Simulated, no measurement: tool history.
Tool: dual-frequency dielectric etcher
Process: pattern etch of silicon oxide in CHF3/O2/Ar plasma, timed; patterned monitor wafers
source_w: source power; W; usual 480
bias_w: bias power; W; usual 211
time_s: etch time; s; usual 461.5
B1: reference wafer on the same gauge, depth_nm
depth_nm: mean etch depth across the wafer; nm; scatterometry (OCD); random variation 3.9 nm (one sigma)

Run 1, hour 0: usual settings; B1 776.6. Result: depth_nm 829.5 nm.
Run 2, hour 70.9: usual settings; B1 779. Result: depth_nm 831.3 nm.
Run 3, hour 109.5: usual settings; B1 778. Result: depth_nm 834.7 nm.
Run 4, hour 175.8: usual settings; B1 779.6. Result: depth_nm 830.9 nm.
Run 5, hour 213.7: usual settings; B1 780.3. Result: depth_nm 829.3 nm.
At hour 369.2: wet clean of the chamber.
Run 6, hour 369.7: usual settings but source_w 520 W; B1 782.6. Result: depth_nm 857.8 nm.
Run 7, hour 382.6: usual settings but source_w 520 W; B1 781.9. Result: depth_nm 858.9 nm.
Run 8, hour 427: usual settings but source_w 520 W; B1 782.6. Result: depth_nm 855.3 nm.
At hour 485.3: bias power generator calibrated.
Run 9, hour 485.7: usual settings but bias_w 186 W; B1 783.4. Result: depth_nm 804.1 nm.
At hour 513.6: upper electrode replaced.
Run 10, hour 525.4: usual settings but bias_w 186 W; B1 783.1. Result: depth_nm 804.1 nm.
At hour 549.4: source power generator calibrated.
Run 11, hour 587.8: usual settings but bias_w 249 W; B1 784.2. Result: depth_nm 879.1 nm.
Run 12, hour 643: usual settings but bias_w 249 W; B1 784.1. Result: depth_nm 876.5 nm.
Run 13, hour 693.2: usual settings; B1 784.4. Result: depth_nm 830.6 nm.
Run 14, hour 732.6: usual settings but source_w 520 W; B1 785.3. Result: depth_nm 862.1 nm.
At hour 781.6: wet clean of the chamber.
Run 15, hour 787.5: usual settings but source_w 440 W, bias_w 258 W; B1 784.4. Result: depth_nm 855.9 nm.
Run 16, hour 856.6: usual settings but bias_w 178 W; B1 784.6. Result: depth_nm 800.7 nm.
Run 17, hour 908.5: usual settings but source_w 560 W, bias_w 259 W; B1 785.6. Result: depth_nm 938 nm.
Run 18, hour 933.1: usual settings but source_w 550 W, bias_w 241 W, time_s 576 s; B1 785. Result: depth_nm 1138.7 nm.
Run 19, hour 973: usual settings but source_w 550 W, bias_w 231 W, time_s 545 s; B1 784.9. Result: depth_nm 1054.3 nm.
At hour 1012.6: gauge calibrated.
Run 20, hour 1013.8: usual settings but source_w 590 W, bias_w 189 W, time_s 532 s; B1 769.7. Result: depth_nm 998.5 nm.
Run 21, hour 1054.2: usual settings but source_w 400 W, bias_w 179 W, time_s 342.5 s; B1 771.6. Result: depth_nm 542.8 nm.
At hour 1109.2: wet clean of the chamber.
Run 22, hour 1110.4: usual settings; B1 773.6. Result: depth_nm 821.6 nm.
Run 23, hour 1162.9: usual settings; B1 774.4. Result: depth_nm 827.9 nm.
Run 24, hour 1232.8: usual settings but source_w 550 W, bias_w 241 W, time_s 576 s; B1 776.5. Result: depth_nm 1140.3 nm.
Run 25, hour 1301.8: usual settings but time_s 378 s; B1 778.7. Result: depth_nm 683.5 nm.
Run 26, hour 1357.6: usual settings but source_w 590 W, bias_w 237 W, time_s 425.5 s; B1 779.3. Result: depth_nm 850.5 nm.
Run 27, hour 1421.3: usual settings but bias_w 192 W; B1 779.8. Result: depth_nm 809.3 nm.
At hour 1446.2: wet clean of the chamber.
Run 28, hour 1475.8: usual settings; B1 781.3. Result: depth_nm 836.5 nm.
Run 29, hour 1538.7: usual settings but source_w 560 W, time_s 591.5 s; B1 783.1. Result: depth_nm 1126 nm.

Forecast each of these 4 alternatives for the next run:
Run A, hour 1539.2: usual settings; B1 ?. Result: depth_nm ?.
Run B, hour 1539.2: usual settings but bias_w 161 W, time_s 358.5 s; B1 ?. Result: depth_nm ?.
Run C, hour 1539.2: usual settings but time_s 578 s; B1 ?. Result: depth_nm ?.
Run D, hour 1539.2: usual settings but source_w 410 W, bias_w 183 W, time_s 352.5 s; B1 ?. Result: depth_nm ?.

run     B1  depth_nm
  A  780.8     833.9
  B  780.8     605.5
  C  780.8    1044.4
  D  780.8     577.8
Without the tool's hidden state the same runs would have given:
run  depth_nm
  A     821.4
  B     596.4
  C    1028.8
  D     569.1
